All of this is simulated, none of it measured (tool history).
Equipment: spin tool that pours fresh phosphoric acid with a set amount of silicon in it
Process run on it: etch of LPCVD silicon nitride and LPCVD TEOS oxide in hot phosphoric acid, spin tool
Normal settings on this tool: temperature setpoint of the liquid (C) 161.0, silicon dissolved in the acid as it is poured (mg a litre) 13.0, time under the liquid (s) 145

run,hour,temperature setpoint of the liquid (C),silicon dissolved in the acid as it is poured (mg a litre),time under the liquid (s),"read-back film thickness of the LPCVD silicon nitride reference wafer, read on the same gauge (nm)","read-back film thickness of the LPCVD TEOS oxide reference wafer, read on the same gauge (nm)",thickness taken off the LPCVD silicon nitride on a monitor wafer (angstrom),thickness taken off the LPCVD TEOS oxide on a monitor wafer (angstrom)
1,0.0,163.5,13.0,145,69.97,69.991,208.1,4.61
2,32.8,161.0,13.0,145,70.04,69.960,190.5,3.64
3,62.8,161.0,15.5,145,70.00,70.013,191.1,3.54
4,84.7,161.0,13.0,105,69.97,69.989,139.1,2.63
# hour 109.4: dissolved silicon flow meter replaced
5,118.2,161.0,13.0,145,69.97,70.018,192.6,3.32
6,135.0,158.0,17.0,145,70.00,69.993,172.4,2.77
7,155.8,158.5,18.0,145,70.04,70.011,177.2,2.61
8,183.5,161.0,22.0,145,70.02,69.974,191.9,3.11
9,201.7,161.0,13.0,145,69.99,70.004,193.9,3.33
# hour 214.2: gauge calibrated
10,232.7,159.5,23.0,190,69.99,69.997,238.6,3.42
11,258.6,161.0,13.0,65,69.99,70.041,86.4,1.65
12,274.0,159.0,15.0,145,69.97,69.963,179.8,3.07

Forecast run 13:
13,307.1,161.0,8.5,120,?,?,?,?

For run 13 the tool returned read-back film thickness of the LPCVD silicon nitride reference wafer, read on the same gauge (nm) 70.03, read-back film thickness of the LPCVD TEOS oxide reference wafer, read on the same gauge (nm) 70.024, thickness taken off the LPCVD silicon nitride on a monitor wafer (angstrom) 158.7, thickness taken off the LPCVD TEOS oxide on a monitor wafer (angstrom) 3.69.
With the hidden condition absent and the run-to-run variation left alone, this run would have shown thickness taken off the LPCVD silicon nitride on a monitor wafer (angstrom) 157.2, thickness taken off the LPCVD TEOS oxide on a monitor wafer (angstrom) 3.62.

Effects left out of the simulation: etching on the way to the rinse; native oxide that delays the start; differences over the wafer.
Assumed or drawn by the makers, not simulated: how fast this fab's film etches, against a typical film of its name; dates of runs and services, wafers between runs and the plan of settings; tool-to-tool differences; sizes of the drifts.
